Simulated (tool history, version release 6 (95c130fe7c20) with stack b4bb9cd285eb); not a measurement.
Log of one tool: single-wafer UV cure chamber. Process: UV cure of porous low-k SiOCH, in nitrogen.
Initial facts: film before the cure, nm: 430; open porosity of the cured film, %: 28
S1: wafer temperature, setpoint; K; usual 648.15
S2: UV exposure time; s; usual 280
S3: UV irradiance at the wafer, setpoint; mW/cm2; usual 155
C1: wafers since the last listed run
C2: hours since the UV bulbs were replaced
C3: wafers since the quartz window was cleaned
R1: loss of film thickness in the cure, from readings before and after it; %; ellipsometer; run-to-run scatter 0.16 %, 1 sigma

run 1 hour=0.0 | S1=648.15 S2=280 S3=155 | C1=0 C2=1681.4 C3=1374 | R1=13.017
run 2 hour=97.7 | S1=648.15 S2=280 S3=155 | C1=598 C2=1779.1 C3=1973 | R1=13.200
run 3 hour=187.3 | S1=648.15 S2=280 S3=155 | C1=549 C2=1868.7 C3=2522 | R1=12.865
run 4 hour=260.8 | S1=632.15 S2=280 S3=155 | C1=450 C2=1942.2 C3=2973 | R1=12.453
-- hour=275.6 quartz window cleaned
run 5 hour=323.0 | S1=632.15 S2=280 S3=155 | C1=332 C2=2004.4 C3=290 | R1=12.704
run 6 hour=412.7 | S1=632.15 S2=280 S3=155 | C1=549 C2=2094.1 C3=840 | R1=12.452
run 7 hour=471.9 | S1=654.15 S2=280 S3=155 | C1=362 C2=2153.3 C3=1203 | R1=12.712
-- hour=485.3 UV bulbs replaced
run 8 hour=520.5 | S1=666.15 S2=365 S3=119 | C1=248 C2=35.2 C3=1452 | R1=15.029
run 9 hour=558.5 | S1=648.15 S2=110 S3=155 | C1=232 C2=73.2 C3=1685 | R1=10.063
run 10 hour=594.8 | S1=648.15 S2=280 S3=155 | C1=222 C2=109.5 C3=1907 | R1=14.492
run 11 hour=696.7 | S1=648.15 S2=360 S3=155 | C1=624 C2=211.4 C3=2532 | R1=15.751
run 12 hour=775.6 | S1=648.15 S2=280 S3=155 | C1=483 C2=290.3 C3=3015 | R1=14.329
-- hour=848.6 quartz window cleaned
run 13 hour=849.5 | S1=662.15 S2=385 S3=131 | C1=403 C2=364.2 C3=5 | R1=14.887
run 14 hour=909.6 | S1=657.15 S2=200 S3=155 | C1=368 C2=424.3 C3=374 | R1=12.763

Across each entry between runs, compare the hidden state at the last listed run before it with the hidden state at the first listed run after it:
Logged between run 4 and run 5: quartz window cleaned (hour 275.6)
  lamp output below its setpoint, %: 32.7 -> 33.7
  measured minus no-state result, R1: -1.879 -> -2.004 %
Logged between run 7 and run 8: UV bulbs replaced (hour 485.3)
  lamp output below its setpoint, %: 36.3 -> 5.72
  measured minus no-state result, R1: -2.161 -> -0.291 %
Logged between run 12 and run 13: quartz window cleaned (hour 848.6)
  lamp output below its setpoint, %: 10 -> 11.3
  measured minus no-state result, R1: -0.515 -> -0.574 %

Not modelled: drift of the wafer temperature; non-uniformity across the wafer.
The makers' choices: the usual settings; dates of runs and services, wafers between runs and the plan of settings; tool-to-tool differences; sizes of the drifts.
